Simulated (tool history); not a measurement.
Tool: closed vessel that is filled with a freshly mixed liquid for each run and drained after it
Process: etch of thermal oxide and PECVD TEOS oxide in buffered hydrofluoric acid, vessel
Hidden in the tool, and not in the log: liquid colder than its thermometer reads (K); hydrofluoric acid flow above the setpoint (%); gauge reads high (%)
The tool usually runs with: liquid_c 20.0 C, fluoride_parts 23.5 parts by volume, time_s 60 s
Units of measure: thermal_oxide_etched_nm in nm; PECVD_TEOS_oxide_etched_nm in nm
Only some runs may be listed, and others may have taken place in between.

| run | day | liquid_c | fluoride_parts | time_s | wafers since the last listed run | hours since the thermometer was replaced | hours since the hydrofluoric acid flow meter was replaced | hours since the gauge calibration | read-back film thickness of the thermal oxide reference wafer, read on the same gauge (nm) | read-back film thickness of the PECVD TEOS oxide reference wafer, read on the same gauge (nm) | thermal_oxide_etched_nm | PECVD_TEOS_oxide_etched_nm |
|---|---|---|---|---|---|---|---|---|---|---|---|---|
| 1 | 0.000 | 20.0 | 23.5 | 60 | 0 | 1760.3 | 866.5 | 13.9 | 49.97 | 59.98 | 27.84 | 88.02 |
| 2 | 0.300 | 20.0 | 23.5 | 60 | 877 | 1767.5 | 873.7 | 21.1 | 49.99 | 60.03 | 27.83 | 86.13 |
| 3 | 0.762 | 20.0 | 23.5 | 60 | 1353 | 1778.6 | 884.8 | 32.2 | 49.98 | 60.00 | 28.00 | 85.41 |
| 4 | 1.358 | 20.0 | 23.5 | 60 | 1743 | 1792.9 | 899.1 | 46.5 | 49.98 | 59.98 | 27.97 | 86.76 |
| 5 | 2.012 | 23.5 | 23.5 | 75 | 1914 | 1808.6 | 914.8 | 62.2 | 49.99 | 60.02 | 42.69 | 130.88 |
| 6 | 2.554 | 23.5 | 23.5 | 75 | 1585 | 1821.6 | 927.8 | 75.2 | 50.01 | 60.02 | 42.40 | 133.51 |
| 7 | 2.850 | 23.5 | 23.5 | 75 | 865 | 1828.7 | 934.9 | 82.3 | 50.00 | 59.99 | 42.62 | 134.25 |
| 8 | 3.300 | 20.0 | 23.5 | 60 | 1316 | 1839.5 | 945.7 | 93.1 | 50.02 | 60.00 | 28.01 | 89.54 |
| 9 | 3.879 | 17.5 | 23.5 | 60 | 1694 | 1853.4 | 959.6 | 107.0 | 50.01 | 60.02 | 24.31 | 76.14 |
|  | 4.183 | thermometer replaced |
|  | 4.183 | gauge calibrated |
| 10 | 4.392 | 20.0 | 28.5 | 60 | 1377 | 5.0 | 971.9 | 5.0 | 49.96 | 60.04 | 24.50 | 75.72 |
| 11 | 4.808 | 18.0 | 30.0 | 60 | 1219 | 15.0 | 981.9 | 15.0 | 49.98 | 59.97 | 21.20 | 65.23 |
| 12 | 5.129 | 20.0 | 28.5 | 60 | 938 | 22.7 | 989.6 | 22.7 | 49.99 | 60.00 | 24.51 | 76.18 |
|  | 5.208 | hydrofluoric acid flow meter replaced |
| 13 | 5.521 | 20.0 | 23.5 | 30 | 1024 | 32.1 | 7.5 | 32.1 | 49.99 | 60.04 | 13.17 | 41.41 |
| 14 | 5.979 | 20.0 | 23.5 | 85 | 1341 | 43.1 | 18.5 | 43.1 | 50.00 | 60.01 | 37.16 | 115.01 |
| 15 | 6.667 | 20.0 | 18.5 | 60 | 2011 | 59.6 | 35.0 | 59.6 | 49.98 | 60.03 | 31.92 | 99.08 |
| 16 | 7.188 | 20.0 | 23.5 | 60 | 1524 | 72.1 | 47.5 | 72.1 | 50.01 | 59.94 | 26.35 | 81.82 |
| 17 | 7.471 | 21.5 | 23.5 | 60 | 829 | 78.9 | 54.3 | 78.9 | 50.03 | 59.97 | 28.70 | 90.49 |
| 18 | 8.046 | 20.0 | 23.5 | 60 | 1682 | 92.7 | 68.1 | 92.7 | 50.00 | 60.01 | 26.30 | 82.04 |
| 19 | 8.608 | 18.0 | 23.5 | 45 | 1646 | 106.2 | 81.6 | 106.2 | 50.06 | 60.02 | 17.63 | 55.52 |
| 20 | 9.038 | 21.5 | 28.0 | 60 | 1255 | 116.5 | 91.9 | 116.5 | 50.01 | 59.97 | 25.57 | 80.37 |

Forecast each of these 3 alternatives for the next run:
| A | 9.067 | 20.0 | 23.5 | 60 | 85 | 117.2 | 92.6 | 117.2 | ? | ? | ? | ? |
| B | 9.067 | 18.5 | 18.0 | 35 | 85 | 117.2 | 92.6 | 117.2 | ? | ? | ? | ? |
| C | 9.067 | 24.0 | 23.5 | 60 | 85 | 117.2 | 92.6 | 117.2 | ? | ? | ? | ? |

| run | read-back film thickness of the thermal oxide reference wafer, read on the same gauge (nm) | read-back film thickness of the PECVD TEOS oxide reference wafer, read on the same gauge (nm) | thermal_oxide_etched_nm | PECVD_TEOS_oxide_etched_nm |
|---|---|---|---|---|
| A | 50.00 | 60.03 | 26.43 | 83.82 |
| B | 50.00 | 60.03 | 17.67 | 56.03 |
| C | 50.00 | 60.03 | 33.01 | 104.66 |
Stripped of hidden state, with their random variation kept, the same runs would have yielded:
| run | thermal_oxide_etched_nm | PECVD_TEOS_oxide_etched_nm |
|---|---|---|
| A | 26.10 | 82.76 |
| B | 17.35 | 55.02 |
| C | 32.59 | 103.35 |
